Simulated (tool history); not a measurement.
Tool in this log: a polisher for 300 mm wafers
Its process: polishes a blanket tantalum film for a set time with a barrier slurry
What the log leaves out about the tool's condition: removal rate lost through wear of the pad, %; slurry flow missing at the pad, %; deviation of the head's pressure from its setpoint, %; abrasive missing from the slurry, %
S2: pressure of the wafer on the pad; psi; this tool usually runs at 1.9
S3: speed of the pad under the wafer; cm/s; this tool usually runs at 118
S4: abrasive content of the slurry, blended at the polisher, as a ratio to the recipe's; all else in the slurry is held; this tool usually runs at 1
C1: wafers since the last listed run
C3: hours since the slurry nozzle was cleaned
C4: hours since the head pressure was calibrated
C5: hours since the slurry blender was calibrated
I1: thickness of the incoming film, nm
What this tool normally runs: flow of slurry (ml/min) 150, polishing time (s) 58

run 1 hour=0 | flow_of_slurry_(ml/min)=150 S2=1.9 S3=118 S4=1 polishing_time_(s)=58 | C1=0 wafers_polished_on_this_pad=862 C3=743 C4=234.2 C5=220.4 | I1=354.6 | film_removed_(Å)=1036
-- hour=1.8 slurry blender recalibrated
-- hour=3.2 slurry nozzle cleaned
run 2 hour=68 | flow_of_slurry_(ml/min)=150 S2=1.9 S3=118 S4=1 polishing_time_(s)=58 | C1=416 wafers_polished_on_this_pad=1279 C3=64.8 C4=302.2 C5=66.2 | I1=350.5 | film_removed_(Å)=1011
-- hour=94.5 worn pad replaced by a new one
run 3 hour=98.2 | flow_of_slurry_(ml/min)=150 S2=1.9 S3=118 S4=1.2 polishing_time_(s)=70 | C1=167 wafers_polished_on_this_pad=23 C3=95 C4=332.4 C5=96.4 | I1=349.3 | film_removed_(Å)=1328
run 4 hour=137.5 | flow_of_slurry_(ml/min)=150 S2=1.9 S3=118 S4=1.2 polishing_time_(s)=70 | C1=251 wafers_polished_on_this_pad=275 C3=134.3 C4=371.7 C5=135.7 | I1=351.6 | film_removed_(Å)=1375
run 5 hour=178.3 | flow_of_slurry_(ml/min)=150 S2=1.9 S3=118 S4=1 polishing_time_(s)=58 | C1=260 wafers_polished_on_this_pad=536 C3=175.1 C4=412.5 C5=176.5 | I1=351.7 | film_removed_(Å)=1037
run 6 hour=203.4 | flow_of_slurry_(ml/min)=150 S2=1.9 S3=118 S4=1 polishing_time_(s)=58 | C1=160 wafers_polished_on_this_pad=696 C3=200.2 C4=437.6 C5=201.6 | I1=347.6 | film_removed_(Å)=1058
-- hour=231.7 slurry blender recalibrated
run 7 hour=233 | flow_of_slurry_(ml/min)=150 S2=1.9 S3=118 S4=1 polishing_time_(s)=54 | C1=176 wafers_polished_on_this_pad=872 C3=229.8 C4=467.2 C5=1.3 | I1=353 | film_removed_(Å)=978
run 8 hour=258.8 | flow_of_slurry_(ml/min)=150 S2=2.3 S3=118 S4=1 polishing_time_(s)=58 | C1=164 wafers_polished_on_this_pad=1037 C3=255.6 C4=493 C5=27.1 | I1=349.9 | film_removed_(Å)=1166
run 9 hour=286.3 | flow_of_slurry_(ml/min)=150 S2=2.3 S3=118 S4=1 polishing_time_(s)=58 | C1=175 wafers_polished_on_this_pad=1213 C3=283.1 C4=520.5 C5=54.6 | I1=354.4 | film_removed_(Å)=1175
run 10 hour=323.9 | flow_of_slurry_(ml/min)=150 S2=2.3 S3=118 S4=1 polishing_time_(s)=58 | C1=240 wafers_polished_on_this_pad=1454 C3=320.7 C4=558.1 C5=92.2 | I1=350.1 | film_removed_(Å)=1154
-- hour=345.7 worn pad replaced by a new one
run 11 hour=388.2 | flow_of_slurry_(ml/min)=150 S2=1.9 S3=118 S4=1.1 polishing_time_(s)=46 | C1=385 wafers_polished_on_this_pad=271 C3=385 C4=622.4 C5=156.5 | I1=348.7 | film_removed_(Å)=871
run 12 hour=441 | flow_of_slurry_(ml/min)=150 S2=1.9 S3=118 S4=1.1 polishing_time_(s)=46 | C1=337 wafers_polished_on_this_pad=609 C3=437.8 C4=675.2 C5=209.3 | I1=351.5 | film_removed_(Å)=858
-- hour=446.3 slurry blender recalibrated
run 13 hour=500.8 | flow_of_slurry_(ml/min)=135 S2=1.9 S3=118 S4=1 polishing_time_(s)=58 | C1=369 wafers_polished_on_this_pad=978 C3=497.6 C4=735 C5=54.5 | I1=353.7 | film_removed_(Å)=1010
run 14 hour=537.9 | flow_of_slurry_(ml/min)=120 S2=1.9 S3=118 S4=1 polishing_time_(s)=58 | C1=237 wafers_polished_on_this_pad=1216 C3=534.7 C4=772.1 C5=91.6 | I1=351.3 | film_removed_(Å)=944
run 15 hour=598.5 | flow_of_slurry_(ml/min)=150 S2=1.6 S3=80 S4=1 polishing_time_(s)=42 | C1=387 wafers_polished_on_this_pad=1603 C3=595.3 C4=832.7 C5=152.2 | I1=346.4 | film_removed_(Å)=408
-- hour=628.7 worn pad replaced by a new one
run 16 hour=650.9 | flow_of_slurry_(ml/min)=150 S2=1.9 S3=118 S4=1 polishing_time_(s)=58 | C1=309 wafers_polished_on_this_pad=141 C3=647.7 C4=885.1 C5=204.6 | I1=346.5 | film_removed_(Å)=1023
-- hour=670.9 slurry blender recalibrated
run 17 hour=684.7 | flow_of_slurry_(ml/min)=110 S2=1.9 S3=152 S4=0.8 polishing_time_(s)=66 | C1=203 wafers_polished_on_this_pad=345 C3=681.5 C4=918.9 C5=13.8 | I1=349.2 | film_removed_(Å)=1283
run 18 hour=738.7 | flow_of_slurry_(ml/min)=150 S2=1.9 S3=118 S4=1 polishing_time_(s)=58 | C1=345 wafers_polished_on_this_pad=690 C3=735.5 C4=972.9 C5=67.8 | I1=346.2 | film_removed_(Å)=1055
-- hour=800.2 slurry nozzle cleaned
run 19 hour=809.4 | flow_of_slurry_(ml/min)=130 S2=1.9 S3=118 S4=1.2 polishing_time_(s)=68 | C1=445 wafers_polished_on_this_pad=1136 C3=9.2 C4=1043.6 C5=138.5 | I1=349.1 | film_removed_(Å)=1209
-- hour=852.1 worn pad replaced by a new one
run 20 hour=873.1 | flow_of_slurry_(ml/min)=135 S2=1.5 S3=118 S4=1.15 polishing_time_(s)=51 | C1=381 wafers_polished_on_this_pad=134 C3=72.9 C4=1107.3 C5=202.2 | I1=350.4 | film_removed_(Å)=787
-- hour=888 head pressure recalibrated
run 21 hour=920.6 | flow_of_slurry_(ml/min)=105 S2=1.9 S3=82 S4=1.15 polishing_time_(s)=74 | C1=290 wafers_polished_on_this_pad=425 C3=120.4 C4=32.6 C5=249.7 | I1=343.8 | film_removed_(Å)=882
-- hour=937.2 slurry blender recalibrated
run 22 hour=979.8 | flow_of_slurry_(ml/min)=150 S2=1.9 S3=118 S4=1 polishing_time_(s)=58 | C1=365 wafers_polished_on_this_pad=790 C3=179.6 C4=91.8 C5=42.6 | I1=343.2 | film_removed_(Å)=1012
run 23 hour=1015.3 | flow_of_slurry_(ml/min)=150 S2=1.9 S3=118 S4=1 polishing_time_(s)=58 | C1=226 wafers_polished_on_this_pad=1017 C3=215.1 C4=127.3 C5=78.1 | I1=355.1 | film_removed_(Å)=986
run 24 hour=1067.5 | flow_of_slurry_(ml/min)=150 S2=1.9 S3=118 S4=1 polishing_time_(s)=58 | C1=333 wafers_polished_on_this_pad=1351 C3=267.3 C4=179.5 C5=130.3 | I1=348.7 | film_removed_(Å)=1003
-- hour=1090.3 worn pad replaced by a new one
run 25 hour=1129.4 | flow_of_slurry_(ml/min)=170 S2=1.9 S3=118 S4=1.3 polishing_time_(s)=50 | C1=370 wafers_polished_on_this_pad=249 C3=329.2 C4=241.4 C5=192.2 | I1=350.3 | film_removed_(Å)=1037
run 26 hour=1169.4 | flow_of_slurry_(ml/min)=150 S2=1.9 S3=118 S4=0.9 polishing_time_(s)=58 | C1=255 wafers_polished_on_this_pad=505 C3=369.2 C4=281.4 C5=232.2 | I1=351.3 | film_removed_(Å)=1003
-- hour=1207.4 slurry blender recalibrated
run 27 hour=1213.4 | flow_of_slurry_(ml/min)=150 S2=1.9 S3=118 S4=1 polishing_time_(s)=58 | C1=268 wafers_polished_on_this_pad=774 C3=413.2 C4=325.4 C5=6 | I1=351.8 | film_removed_(Å)=1046
run 28 hour=1248.5 | flow_of_slurry_(ml/min)=150 S2=2.1 S3=118 S4=1 polishing_time_(s)=78 | C1=224 wafers_polished_on_this_pad=998 C3=448.3 C4=360.5 C5=41.1 | I1=350 | film_removed_(Å)=1503

State the hidden condition of the tool at each of the runs:
slurry flow missing at the pad, %: 0 across all the runs
deviation of the head's pressure from its setpoint, %: 0 across all the runs
abrasive missing from the slurry, %: 0 across all the runs
H1: removal rate lost through wear of the pad, %
run=1 H1=2.27
run=2 H1=5.07
run=3 H1=0.159
run=4 H1=0.383
run=5 H1=1.01
run=6 H1=1.6
run=7 H1=2.5
run=8 H1=3.45
run=9 H1=4.64
run=10 H1=6.57
run=11 H1=1.07
run=12 H1=1.95
run=13 H1=3.78
run=14 H1=5.35
run=15 H1=8.63
run=16 H1=1.41
run=17 H1=1.73
run=18 H1=2.83
run=19 H1=5.33
run=20 H1=1.12
run=21 H1=1.64
run=22 H1=3.06
run=23 H1=4.32
run=24 H1=6.72
run=25 H1=0.296
run=26 H1=0.872
run=27 H1=1.96
run=28 H1=3.16
